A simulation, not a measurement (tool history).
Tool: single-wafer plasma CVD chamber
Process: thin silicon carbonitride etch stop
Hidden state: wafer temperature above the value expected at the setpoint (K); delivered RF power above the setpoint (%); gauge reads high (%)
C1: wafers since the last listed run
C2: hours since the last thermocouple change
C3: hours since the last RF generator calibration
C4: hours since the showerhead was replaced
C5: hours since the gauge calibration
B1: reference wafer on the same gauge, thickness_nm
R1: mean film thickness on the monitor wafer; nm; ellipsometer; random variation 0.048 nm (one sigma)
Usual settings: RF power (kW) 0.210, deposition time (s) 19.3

run 1 hour=0.0 | RF_power_(kW)=0.210 deposition_time_(s)=19.3 | C1=0 C2=1406.3 C3=739.6 C4=6892.5 C5=95.9 | B1=10.785 | R1=10.537
run 2 hour=10.7 | RF_power_(kW)=0.210 deposition_time_(s)=19.3 | C1=265 C2=1417.0 C3=750.3 C4=6903.2 C5=106.6 | B1=10.824 | R1=10.488
run 3 hour=17.7 | RF_power_(kW)=0.210 deposition_time_(s)=19.3 | C1=173 C2=1424.0 C3=757.3 C4=6910.2 C5=113.6 | B1=10.788 | R1=10.466
run 4 hour=30.2 | RF_power_(kW)=0.210 deposition_time_(s)=19.3 | C1=309 C2=1436.5 C3=769.8 C4=6922.7 C5=126.1 | B1=10.786 | R1=10.525
run 5 hour=44.8 | RF_power_(kW)=0.235 deposition_time_(s)=19.3 | C1=361 C2=1451.1 C3=784.4 C4=6937.3 C5=140.7 | B1=10.784 | R1=10.820
-- hour=61.3 gauge calibrated
-- hour=85.3 thermocouple changed; heater temperature recalibrated
run 6 hour=92.2 | RF_power_(kW)=0.210 deposition_time_(s)=19.3 | C1=976 C2=6.9 C3=831.8 C4=6984.7 C5=30.9 | B1=10.808 | R1=10.505
run 7 hour=101.1 | RF_power_(kW)=0.210 deposition_time_(s)=19.3 | C1=220 C2=15.8 C3=840.7 C4=6993.6 C5=39.8 | B1=10.802 | R1=10.441
run 8 hour=115.0 | RF_power_(kW)=0.210 deposition_time_(s)=19.3 | C1=344 C2=29.7 C3=854.6 C4=7007.5 C5=53.7 | B1=10.792 | R1=10.608
run 9 hour=125.3 | RF_power_(kW)=0.210 deposition_time_(s)=19.3 | C1=255 C2=40.0 C3=864.9 C4=7017.8 C5=64.0 | B1=10.796 | R1=10.481
run 10 hour=134.4 | RF_power_(kW)=0.210 deposition_time_(s)=19.3 | C1=225 C2=49.1 C3=874.0 C4=7026.9 C5=73.1 | B1=10.806 | R1=10.480
run 11 hour=141.4 | RF_power_(kW)=0.195 deposition_time_(s)=19.3 | C1=173 C2=56.1 C3=881.0 C4=7033.9 C5=80.1 | B1=10.787 | R1=10.328
run 12 hour=159.4 | RF_power_(kW)=0.210 deposition_time_(s)=19.3 | C1=446 C2=74.1 C3=899.0 C4=7051.9 C5=98.1 | B1=10.797 | R1=10.548
run 13 hour=170.8 | RF_power_(kW)=0.210 deposition_time_(s)=16.1 | C1=282 C2=85.5 C3=910.4 C4=7063.3 C5=109.5 | B1=10.800 | R1=8.813
-- hour=180.4 RF generator calibrated
run 14 hour=180.8 | RF_power_(kW)=0.210 deposition_time_(s)=19.3 | C1=49 C2=95.5 C3=0.4 C4=7073.3 C5=119.5 | B1=10.795 | R1=10.486
run 15 hour=189.8 | RF_power_(kW)=0.210 deposition_time_(s)=19.3 | C1=223 C2=104.5 C3=9.4 C4=7082.3 C5=128.5 | B1=10.798 | R1=10.436
-- hour=202.2 gauge calibrated
-- hour=212.0 showerhead replaced
run 16 hour=212.5 | RF_power_(kW)=0.235 deposition_time_(s)=17.8 | C1=364 C2=127.2 C3=32.1 C4=0.5 C5=10.3 | B1=10.789 | R1=9.863
run 17 hour=212.8 | RF_power_(kW)=0.235 deposition_time_(s)=22.2 | C1=7 C2=127.5 C3=32.4 C4=0.8 C5=10.6 | B1=10.810 | R1=12.413
run 18 hour=225.5 | RF_power_(kW)=0.175 deposition_time_(s)=15.7 | C1=314 C2=140.2 C3=45.1 C4=13.5 C5=23.3 | B1=10.796 | R1=8.170
run 19 hour=240.6 | RF_power_(kW)=0.210 deposition_time_(s)=19.3 | C1=374 C2=155.3 C3=60.2 C4=28.6 C5=38.4 | B1=10.807 | R1=10.485
run 20 hour=253.1 | RF_power_(kW)=0.230 deposition_time_(s)=20.8 | C1=309 C2=167.8 C3=72.7 C4=41.1 C5=50.9 | B1=10.799 | R1=11.605
run 21 hour=260.3 | RF_power_(kW)=0.175 deposition_time_(s)=19.3 | C1=178 C2=175.0 C3=79.9 C4=48.3 C5=58.1 | B1=10.800 | R1=10.113
run 22 hour=274.2 | RF_power_(kW)=0.245 deposition_time_(s)=21.9 | C1=344 C2=188.9 C3=93.8 C4=62.2 C5=72.0 | B1=10.791 | R1=12.236

The tool's hidden state at each run:
wafer temperature above the value expected at the setpoint (K): 0 in every run
delivered RF power above the setpoint (%): 0 in every run
gauge reads high (%): 0 in every run
